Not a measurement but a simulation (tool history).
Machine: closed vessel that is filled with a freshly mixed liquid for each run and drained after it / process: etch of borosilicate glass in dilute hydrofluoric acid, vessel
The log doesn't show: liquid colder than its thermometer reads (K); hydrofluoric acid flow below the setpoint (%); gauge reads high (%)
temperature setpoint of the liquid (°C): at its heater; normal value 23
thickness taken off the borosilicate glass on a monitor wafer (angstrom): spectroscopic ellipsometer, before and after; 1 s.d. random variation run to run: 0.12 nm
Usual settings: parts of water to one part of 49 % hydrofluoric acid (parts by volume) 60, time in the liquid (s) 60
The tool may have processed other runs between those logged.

| run | hour | temperature setpoint of the liquid (°C) | parts of water to one part of 49 % hydrofluoric acid (parts by volume) | time in the liquid (s) | wafers since the last listed run | hours since the thermometer was replaced | hours since the hydrofluoric acid flow meter was replaced | hours since the gauge calibration | read-back film thickness of the borosilicate glass reference wafer, read on the same gauge (nm) | thickness taken off the borosilicate glass on a monitor wafer (angstrom) |
|---|---|---|---|---|---|---|---|---|---|---|
| 1 | 0 | 23 | 60 | 60 | 0 | 1182.8 | 1434 | 59.7 | 120 | 261.8 |
| 2 | 15.9 | 23 | 60 | 60 | 1174 | 1198.7 | 1449.9 | 75.6 | 120.01 | 263 |
| 3 | 38.5 | 23 | 60 | 85 | 1669 | 1221.3 | 1472.5 | 98.2 | 120 | 373 |
| 4 | 60 | 19.5 | 60 | 35 | 1588 | 1242.8 | 1494 | 119.7 | 120.02 | 131.3 |
| 5 | 89.1 | 19.5 | 60 | 35 | 2150 | 1271.9 | 1523.1 | 148.8 | 120.01 | 131 |
| 6 | 117.9 | 23 | 60 | 75 | 2128 | 1300.7 | 1551.9 | 177.6 | 119.99 | 324.7 |
| 7 | 132 | 23 | 60 | 75 | 1041 | 1314.8 | 1566 | 191.7 | 119.99 | 325 |
| 8 | 147.7 | 23 | 60 | 60 | 1160 | 1330.5 | 1581.7 | 207.4 | 119.99 | 260.2 |
|  | 178 | thermometer replaced |
| 9 | 207.6 | 26 | 60 | 40 | 4352 | 29.6 | 1641.6 | 267.3 | 120.01 | 194.1 |
| 10 | 231.5 | 23 | 60 | 75 | 1765 | 53.5 | 1665.5 | 291.2 | 119.99 | 322.6 |
|  | 247.9 | gauge calibrated |
| 11 | 263 | 23 | 60 | 60 | 2327 | 85 | 1697 | 15.1 | 120.01 | 257.6 |
| 12 | 285.5 | 27 | 60 | 40 | 1662 | 107.5 | 1719.5 | 37.6 | 120 | 202.1 |
| 13 | 318.6 | 25 | 60 | 60 | 2445 | 140.6 | 1752.6 | 70.7 | 120.02 | 277.2 |
|  | 341.8 | hydrofluoric acid flow meter replaced |
| 14 | 351.4 | 25.5 | 80 | 90 | 2349 | 173.4 | 9.6 | 103.5 | 120 | 353.5 |
| 15 | 382.2 | 23 | 60 | 60 | 2275 | 204.2 | 40.4 | 134.3 | 120 | 292.6 |
| 16 | 406.1 | 26.5 | 60 | 60 | 1765 | 228.1 | 64.3 | 158.2 | 119.98 | 336.3 |
| 17 | 438 | 18 | 40 | 60 | 2357 | 260 | 96.2 | 190.1 | 120.01 | 361.1 |

Below are 3 alternative next runs, each starting from the tool's condition after run 17. Predict each:
| A | 438.7 | 23 | 60 | 60 | 51 | 260.7 | 96.9 | 190.8 | ? | ? |
| B | 438.7 | 20.5 | 85 | 35 | 51 | 260.7 | 96.9 | 190.8 | ? | ? |
| C | 438.7 | 26 | 30 | 35 | 51 | 260.7 | 96.9 | 190.8 | ? | ? |

| run | read-back film thickness of the borosilicate glass reference wafer, read on the same gauge (nm) | thickness taken off the borosilicate glass on a monitor wafer (angstrom) |
|---|---|---|
| A | 120.01 | 289.7 |
| B | 120.01 | 104.3 |
| C | 120.01 | 398.5 |
Take away the tool's hidden state, keep each run's random variation, and the runs would have read:
| run | thickness taken off the borosilicate glass on a monitor wafer (angstrom) |
|---|---|
| A | 296.6 |
| B | 106.9 |
| C | 407.8 |
